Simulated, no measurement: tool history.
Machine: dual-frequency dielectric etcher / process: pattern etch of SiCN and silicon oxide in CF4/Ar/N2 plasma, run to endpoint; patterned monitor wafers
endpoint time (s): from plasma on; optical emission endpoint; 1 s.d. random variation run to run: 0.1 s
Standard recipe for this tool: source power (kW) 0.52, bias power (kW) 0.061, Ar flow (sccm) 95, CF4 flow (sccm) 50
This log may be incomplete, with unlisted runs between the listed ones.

run	hour	source power (kW)	bias power (kW)	Ar flow (sccm)	CF4 flow (sccm)	wafers since the last listed run	hours since the last wet clean	hours since the last source power generator calibration	hours since the last bias power generator calibration	hours since the last Ar flow controller change	hours since the last CF4 flow controller change	hours since the last upper electrode change	incoming incoming film thickness, nm	endpoint time (s)
1	0	0.52	0.061	95	50	0	254.9	26.7	2052.7	3719.5	1902.6	14.2	16.5	19.4
2	21.3	0.52	0.061	95	50	257	276.2	48	2074	3740.8	1923.9	35.5	16.24	19.1
3	60.5	0.52	0.061	95	50	473	315.4	87.2	2113.2	3780	1963.1	74.7	16.15	18.9
4	78.7	0.52	0.061	95	50	219	333.6	105.4	2131.4	3798.2	1981.3	92.9	16.28	19.2
5	105.5	0.52	0.061	95	50	323	360.4	132.2	2158.2	3825	2008.1	119.7	16.31	19
# hour 151.2: wet clean of the chamber
6	151.7	0.52	0.061	95	50	268	0.5	178.4	2204.4	3871.2	2054.3	165.9	16.3	18.8
# hour 161: CF4 flow controller replaced
7	161.6	0.61	0.072	95	50	47	10.4	188.3	2214.3	3881.1	0.6	175.8	16.44	16
8	181.8	0.52	0.061	95	50	243	30.6	208.5	2234.5	3901.3	20.8	196	16.31	18.7
9	206.3	0.59	0.061	95	41	295	55.1	233	2259	3925.8	45.3	220.5	16.33	17.5
10	238.7	0.52	0.05	111	50	391	87.5	265.4	2291.4	3958.2	77.7	252.9	16.4	20.3
11	264.4	0.52	0.061	95	50	310	113.2	291.1	2317.1	3983.9	103.4	278.6	16.41	19
12	286	0.39	0.048	95	50	260	134.8	312.7	2338.7	4005.5	125	300.2	16.34	24.8
13	313.8	0.52	0.073	95	50	335	162.6	340.5	2366.5	4033.3	152.8	328	16.27	18
14	328.6	0.52	0.061	95	62	178	177.4	355.3	2381.3	4048.1	167.6	342.8	16.13	18.4
15	352.6	0.52	0.055	95	45	289	201.4	379.3	2405.3	4072.1	191.6	366.8	16.33	19.7
# hour 365.2: Ar flow controller replaced
16	373.8	0.41	0.061	72	50	183	222.6	400.5	2426.5	8.6	212.8	388	16.38	21.9
# hour 383.8: bias power generator calibrated
17	395.6	0.52	0.061	95	50	214	244.4	422.3	11.8	30.4	234.6	409.8	16.27	19
18	414	0.52	0.061	95	50	222	262.8	440.7	30.2	48.8	253	428.2	16.38	19.3
19	431.5	0.57	0.061	95	50	211	280.3	458.2	47.7	66.3	270.5	445.7	16.17	17.7
20	450.3	0.42	0.065	95	42	227	299.1	477	66.5	85.1	289.3	464.5	16.21	22.1
# hour 554.5: wet clean of the chamber
21	555	0.59	0.061	95	40	974	0.5	581.7	171.2	189.8	394	569.2	16.34	17.6
22	565.8	0.63	0.054	75	61	130	11.3	592.5	182	200.6	404.8	580	16.27	15.7
23	591.4	0.47	0.061	95	57	309	36.9	618.1	207.6	226.2	430.4	605.6	16.4	19.8

Below are 5 alternative next runs, each starting from the tool's condition after run 23. Predict each:
A	591.8	0.52	0.057	95	50	4	37.3	618.5	208	226.6	430.8	606	16.23	?
B	591.8	0.59	0.056	105	50	4	37.3	618.5	208	226.6	430.8	606	16.23	?
C	591.8	0.52	0.061	107	50	4	37.3	618.5	208	226.6	430.8	606	16.23	?
D	591.8	0.52	0.061	95	38	4	37.3	618.5	208	226.6	430.8	606	16.23	?
E	591.8	0.52	0.061	118	50	4	37.3	618.5	208	226.6	430.8	606	16.23	?

run	endpoint time (s)
A	19
B	17.6
C	18.9
D	19.3
E	19.2
With the hidden condition removed and each run's random variation left untouched, the same runs would have given:
run	endpoint time (s)
A	18.9
B	17.6
C	18.9
D	19.2
E	19.2
